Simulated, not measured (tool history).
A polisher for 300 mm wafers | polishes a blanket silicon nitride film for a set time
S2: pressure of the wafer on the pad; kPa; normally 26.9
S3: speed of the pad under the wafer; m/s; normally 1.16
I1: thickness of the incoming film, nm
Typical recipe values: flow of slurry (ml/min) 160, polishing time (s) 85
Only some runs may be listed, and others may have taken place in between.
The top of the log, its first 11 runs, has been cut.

run 12 hour=1106.1 | flow_of_slurry_(ml/min)=160 S2=26.9 S3=1.16 polishing_time_(s)=85 | I1=528.7 | film_removed_(nm)=183.9
run 13 hour=1153.9 | flow_of_slurry_(ml/min)=135 S2=26.9 S3=1.02 polishing_time_(s)=85 | I1=530.2 | film_removed_(nm)=161
run 14 hour=1238.3 | flow_of_slurry_(ml/min)=135 S2=26.9 S3=1.02 polishing_time_(s)=85 | I1=531.5 | film_removed_(nm)=163.2
-- hour=1303.7 worn pad replaced by a new one
run 15 hour=1324.9 | flow_of_slurry_(ml/min)=135 S2=26.9 S3=1.02 polishing_time_(s)=85 | I1=525.7 | film_removed_(nm)=162.5
-- hour=1331.5 head pressure recalibrated
run 16 hour=1372.7 | flow_of_slurry_(ml/min)=180 S2=26.9 S3=1.48 polishing_time_(s)=85 | I1=527.9 | film_removed_(nm)=223.2
run 17 hour=1452 | flow_of_slurry_(ml/min)=180 S2=26.9 S3=1.16 polishing_time_(s)=85 | I1=530.6 | film_removed_(nm)=188.6
run 18 hour=1504.3 | flow_of_slurry_(ml/min)=160 S2=26.9 S3=1.16 polishing_time_(s)=85 | I1=532.4 | film_removed_(nm)=186.5
run 19 hour=1544.6 | flow_of_slurry_(ml/min)=140 S2=19.3 S3=0.86 polishing_time_(s)=57 | I1=528 | film_removed_(nm)=75
run 20 hour=1596.2 | flow_of_slurry_(ml/min)=160 S2=26.9 S3=1.16 polishing_time_(s)=85 | I1=526.7 | film_removed_(nm)=188.2
-- hour=1637.2 slurry nozzle cleaned
run 21 hour=1659.8 | flow_of_slurry_(ml/min)=130 S2=26.9 S3=0.86 polishing_time_(s)=74 | I1=528.5 | film_removed_(nm)=126.4
run 22 hour=1720.9 | flow_of_slurry_(ml/min)=160 S2=21.4 S3=0.96 polishing_time_(s)=85 | I1=526.4 | film_removed_(nm)=134.8
-- hour=1763.5 worn pad replaced by a new one
run 23 hour=1810.9 | flow_of_slurry_(ml/min)=160 S2=26.9 S3=1.16 polishing_time_(s)=99 | I1=528.7 | film_removed_(nm)=216.6
run 24 hour=1871.9 | flow_of_slurry_(ml/min)=160 S2=26.9 S3=1.16 polishing_time_(s)=85 | I1=538.2 | film_removed_(nm)=185.5
run 25 hour=1914.6 | flow_of_slurry_(ml/min)=160 S2=26.9 S3=1.16 polishing_time_(s)=105 | I1=532.2 | film_removed_(nm)=226.2
run 26 hour=2018.8 | flow_of_slurry_(ml/min)=160 S2=26.9 S3=1.16 polishing_time_(s)=85 | I1=531.7 | film_removed_(nm)=183.8
run 27 hour=2068.6 | flow_of_slurry_(ml/min)=160 S2=26.9 S3=1.16 polishing_time_(s)=103 | I1=524.6 | film_removed_(nm)=223.1
run 28 hour=2128.1 | flow_of_slurry_(ml/min)=160 S2=22.1 S3=1.16 polishing_time_(s)=85 | I1=528.9 | film_removed_(nm)=156.8
run 29 hour=2184.4 | flow_of_slurry_(ml/min)=190 S2=31 S3=1.04 polishing_time_(s)=75 | I1=533.8 | film_removed_(nm)=174.4
-- hour=2280.6 worn pad replaced by a new one
run 30 hour=2281.1 | flow_of_slurry_(ml/min)=160 S2=26.9 S3=1.16 polishing_time_(s)=85 | I1=525.3 | film_removed_(nm)=187.2

Consider 3 possible next runs. They are alternatives, not a sequence: every one starts from the tool as it was left by run 30. What does each give?
run A hour=2281.5 | flow_of_slurry_(ml/min)=160 S2=26.9 S3=1.32 polishing_time_(s)=85 | I1=538.9 | film_removed_(nm)=?
run B hour=2281.5 | flow_of_slurry_(ml/min)=215 S2=19.3 S3=0.9 polishing_time_(s)=98 | I1=538.9 | film_removed_(nm)=?
run C hour=2281.5 | flow_of_slurry_(ml/min)=160 S2=26.9 S3=1.16 polishing_time_(s)=94 | I1=538.9 | film_removed_(nm)=?

run=A film_removed_(nm)=201.6
run=B film_removed_(nm)=142.5
run=C film_removed_(nm)=203.6
With the hidden condition removed and each run's random variation left untouched, the same runs would have given:
run=A film_removed_(nm)=201.6
run=B film_removed_(nm)=142.5
run=C film_removed_(nm)=203.6
